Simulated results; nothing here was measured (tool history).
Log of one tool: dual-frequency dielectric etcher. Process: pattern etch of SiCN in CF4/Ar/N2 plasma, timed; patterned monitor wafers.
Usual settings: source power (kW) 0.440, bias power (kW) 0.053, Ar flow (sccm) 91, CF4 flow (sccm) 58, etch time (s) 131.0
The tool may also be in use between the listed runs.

run   hour  source power (kW)  bias power (kW)  Ar flow (sccm)  CF4 flow (sccm)  etch time (s)  wafers since the last listed run  hours since the last wet clean  hours since the last source power generator calibration  hours since the last bias power generator calibration  hours since the last Ar flow controller change  hours since the last CF4 flow controller change  hours since the last upper electrode change  hours since the gauge calibration  read-back reference wafer on the same gauge, depth_nm  mean etch depth across the wafer (nm)
  1    0.0              0.440            0.053              82               58          131.0                                 0                           272.4                                                   3050.0                                                 3869.8                                          4917.3                                           5811.4                                       2367.3                              312.8                                                  101.1                                  100.6
  2   16.2              0.440            0.053              82               58          131.0                               127                           288.6                                                   3066.2                                                 3886.0                                          4933.5                                           5827.6                                       2383.5                              329.0                                                  100.9                                  101.1
  3   35.0              0.440            0.053              91               58          131.0                               147                           307.4                                                   3085.0                                                 3904.8                                          4952.3                                           5846.4                                       2402.3                              347.8                                                  101.0                                  100.4
  4   49.6              0.440            0.053              91               58          131.0                               114                           322.0                                                   3099.6                                                 3919.4                                          4966.9                                           5861.0                                       2416.9                              362.4                                                  100.9                                   99.6
  5   80.4              0.440            0.053              91               58          131.0                               242                           352.8                                                   3130.4                                                 3950.2                                          4997.7                                           5891.8                                       2447.7                              393.2                                                  101.0                                  100.8
  6  104.7              0.440            0.053              91               58          131.0                               191                           377.1                                                   3154.7                                                 3974.5                                          5022.0                                           5916.1                                       2472.0                              417.5                                                  101.0                                  100.6
  7  132.6              0.440            0.053              91               58          131.0                               219                           405.0                                                   3182.6                                                 4002.4                                          5049.9                                           5944.0                                       2499.9                              445.4                                                  101.0                                  101.5
     173.7  -- gauge calibrated
     211.9  -- upper electrode replaced, of another model than before
  8  223.4              0.440            0.053              91               58          131.0                               525                           495.8                                                   3273.4                                                 4093.2                                          5140.7                                           6034.8                                         11.5                               49.7                                                  100.9                                  101.6
     236.6  -- Ar flow controller replaced
  9  237.5              0.440            0.060              91               58          148.0                                63                           509.9                                                   3287.5                                                 4107.3                                             0.9                                           6048.9                                         25.6                               63.8                                                  100.9                                  125.9
 10  271.5              0.440            0.053              84               44          103.0                               267                           543.9                                                   3321.5                                                 4141.3                                            34.9                                           6082.9                                         59.6                               97.8                                                  101.1                                   75.3
 11  306.8              0.440            0.053              91               58          131.0                               277                           579.2                                                   3356.8                                                 4176.6                                            70.2                                           6118.2                                         94.9                              133.1                                                  100.8                                  102.0
     323.2  -- bias power generator calibrated
     323.8  -- source power generator calibrated
 12  324.3              0.440            0.053              91               58          102.0                               101                           596.7                                                      0.5                                                    1.1                                            87.7                                           6135.7                                        112.4                              150.6                                                  100.9                                   79.1
     355.6  -- wet clean of the chamber
 13  356.1              0.440            0.053              98               46          131.0                                61                             0.5                                                     32.3                                                   32.9                                           119.5                                           6167.5                                        144.2                              182.4                                                  100.9                                   92.9
 14  369.6              0.440            0.053             102               58          145.0                               106                            14.0                                                     45.8                                                   46.4                                           133.0                                           6181.0                                        157.7                              195.9                                                  101.0                                  106.9
 15  398.7              0.440            0.053              91               58          131.0                               228                            43.1                                                     74.9                                                   75.5                                           162.1                                           6210.1                                        186.8                              225.0                                                  101.0                                   99.5
     406.6  -- CF4 flow controller replaced
 16  426.4              0.440            0.044             102               65          131.0                               170                            70.8                                                    102.6                                                  103.2                                           189.8                                             19.8                                        214.5                              252.7                                                  101.0                                   86.1
 17  443.3              0.480            0.043              72               58          120.5                               132                            87.7                                                    119.5                                                  120.1                                           206.7                                             36.7                                        231.4                              269.6                                                  100.9                                   83.0
 18  465.9              0.440            0.053              91               58          131.0                               177                           110.3                                                    142.1                                                  142.7                                           229.3                                             59.3                                        254.0                              292.2                                                  100.8                                  100.1
 19  483.4              0.360            0.053              91               58          131.0                               137                           127.8                                                    159.6                                                  160.2                                           246.8                                             76.8                                        271.5                              309.7                                                  101.0                                   90.2
 20  524.5              0.440            0.053              91               58          131.0                               323                           168.9                                                    200.7                                                  201.3                                           287.9                                            117.9                                        312.6                              350.8                                                  100.7                                   99.9
 21  552.5              0.440            0.048              91               58          131.0                               220                           196.9                                                    228.7                                                  229.3                                           315.9                                            145.9                                        340.6                              378.8                                                  100.9                                   92.2

Forecast each of these 4 alternatives for the next run:
  A  553.0              0.440            0.053              91               58          131.0                                 3                           197.4                                                    229.2                                                  229.8                                           316.4                                            146.4                                        341.1                              379.3                                                      ?                                      ?
  B  553.0              0.440            0.057              91               68          131.0                                 3                           197.4                                                    229.2                                                  229.8                                           316.4                                            146.4                                        341.1                              379.3                                                      ?                                      ?
  C  553.0              0.380            0.053             111               68          167.0                                 3                           197.4                                                    229.2                                                  229.8                                           316.4                                            146.4                                        341.1                              379.3                                                      ?                                      ?
  D  553.0              0.440            0.053              91               58           94.5                                 3                           197.4                                                    229.2                                                  229.8                                           316.4                                            146.4                                        341.1                              379.3                                                      ?                                      ?

run  read-back reference wafer on the same gauge, depth_nm  mean etch depth across the wafer (nm)
  A                                                  100.8                                  100.2
  B                                                  100.8                                  109.4
  C                                                  100.8                                  119.4
  D                                                  100.8                                   72.3
Without the tool's hidden state the same runs would have given:
run  mean etch depth across the wafer (nm)
  A                                   98.5
  B                                  107.6
  C                                  117.5
  D                                   71.1

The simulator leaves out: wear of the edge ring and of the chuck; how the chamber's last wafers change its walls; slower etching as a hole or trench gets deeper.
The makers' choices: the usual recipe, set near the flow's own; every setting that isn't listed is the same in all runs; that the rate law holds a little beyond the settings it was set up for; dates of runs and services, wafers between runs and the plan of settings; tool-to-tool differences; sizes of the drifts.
